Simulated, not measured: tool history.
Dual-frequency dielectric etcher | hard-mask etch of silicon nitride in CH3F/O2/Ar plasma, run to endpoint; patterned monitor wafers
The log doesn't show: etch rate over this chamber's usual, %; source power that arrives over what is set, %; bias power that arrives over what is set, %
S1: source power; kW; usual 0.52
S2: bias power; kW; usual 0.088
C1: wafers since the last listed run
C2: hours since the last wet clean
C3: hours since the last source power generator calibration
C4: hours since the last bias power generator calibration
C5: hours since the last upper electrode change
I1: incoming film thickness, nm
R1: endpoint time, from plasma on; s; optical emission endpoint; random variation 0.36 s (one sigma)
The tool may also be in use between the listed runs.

{"run": 1, "day": 0.0, "S1": 0.52, "S2": 0.088, "C1": 0, "C2": 252, "C3": 3614.3, "C4": 4043, "C5": 5589.8, "I1": 53.8, "R1": 70.7}
{"run": 2, "day": 0.971, "S1": 0.52, "S2": 0.088, "C1": 187, "C2": 275.3, "C3": 3637.6, "C4": 4066.3, "C5": 5613.1, "I1": 54.4, "R1": 71.2}
{"run": 3, "day": 1.821, "S1": 0.52, "S2": 0.088, "C1": 164, "C2": 295.7, "C3": 3658, "C4": 4086.7, "C5": 5633.5, "I1": 53.9, "R1": 71.9}
{"run": 4, "day": 2.954, "S1": 0.48, "S2": 0.088, "C1": 219, "C2": 322.9, "C3": 3685.2, "C4": 4113.9, "C5": 5660.7, "I1": 53.9, "R1": 75.1}
{"run": 5, "day": 3.833, "S1": 0.48, "S2": 0.088, "C1": 169, "C2": 344, "C3": 3706.3, "C4": 4135, "C5": 5681.8, "I1": 53.7, "R1": 75.4}
{"run": 6, "day": 4.45, "S1": 0.48, "S2": 0.088, "C1": 119, "C2": 358.8, "C3": 3721.1, "C4": 4149.8, "C5": 5696.6, "I1": 54.4, "R1": 76.2}
{"run": 7, "day": 5.312, "S1": 0.52, "S2": 0.088, "C1": 166, "C2": 379.5, "C3": 3741.8, "C4": 4170.5, "C5": 5717.3, "I1": 54, "R1": 71.9}
{"run": 8, "day": 5.983, "S1": 0.64, "S2": 0.105, "C1": 129, "C2": 395.6, "C3": 3757.9, "C4": 4186.6, "C5": 5733.4, "I1": 53.8, "R1": 59.8}
{"run": 9, "day": 6.633, "S1": 0.44, "S2": 0.107, "C1": 125, "C2": 411.2, "C3": 3773.5, "C4": 4202.2, "C5": 5749, "I1": 53.4, "R1": 73.4}
{"day": 7.096, "done": "source power generator calibrated"}
{"day": 7.892, "done": "bias power generator calibrated"}
{"day": 8.896, "done": "upper electrode replaced"}
{"day": 9.325, "done": "wet clean of the chamber"}
{"run": 10, "day": 9.346, "S1": 0.48, "S2": 0.081, "C1": 184, "C2": 0.5, "C3": 54, "C4": 34.9, "C5": 10.8, "I1": 53.8, "R1": 74.2}
{"run": 11, "day": 9.358, "S1": 0.42, "S2": 0.104, "C1": 2, "C2": 0.8, "C3": 54.3, "C4": 35.2, "C5": 11.1, "I1": 54.2, "R1": 74.1}
{"run": 12, "day": 9.883, "S1": 0.52, "S2": 0.088, "C1": 101, "C2": 13.4, "C3": 66.9, "C4": 47.8, "C5": 23.7, "I1": 54, "R1": 69.3}
{"run": 13, "day": 11.246, "S1": 0.52, "S2": 0.088, "C1": 263, "C2": 46.1, "C3": 99.6, "C4": 80.5, "C5": 56.4, "I1": 53.7, "R1": 69.4}
{"run": 14, "day": 11.983, "S1": 0.46, "S2": 0.088, "C1": 142, "C2": 63.8, "C3": 117.3, "C4": 98.2, "C5": 74.1, "I1": 54.2, "R1": 75.2}

5 ways to go on from here, each from the tool as it stands after run 14. What would each give?
{"run": "A", "day": 12.0, "S1": 0.52, "S2": 0.088, "C1": 3, "C2": 64.2, "C3": 117.7, "C4": 98.6, "C5": 74.5, "I1": 54.3, "R1": "?"}
{"run": "B", "day": 12.0, "S1": 0.65, "S2": 0.108, "C1": 3, "C2": 64.2, "C3": 117.7, "C4": 98.6, "C5": 74.5, "I1": 54.3, "R1": "?"}
{"run": "C", "day": 12.0, "S1": 0.52, "S2": 0.105, "C1": 3, "C2": 64.2, "C3": 117.7, "C4": 98.6, "C5": 74.5, "I1": 54.3, "R1": "?"}
{"run": "D", "day": 12.0, "S1": 0.62, "S2": 0.106, "C1": 3, "C2": 64.2, "C3": 117.7, "C4": 98.6, "C5": 74.5, "I1": 54.3, "R1": "?"}
{"run": "E", "day": 12.0, "S1": 0.48, "S2": 0.08, "C1": 3, "C2": 64.2, "C3": 117.7, "C4": 98.6, "C5": 74.5, "I1": 54.3, "R1": "?"}

run=A R1=69.8
run=B R1=56.6
run=C R1=64.9
run=D R1=58.5
run=E R1=76.3
Without the tool's hidden state the same runs would have given:
run=A R1=69.5
run=B R1=56.3
run=C R1=64.6
run=D R1=58.2
run=E R1=76
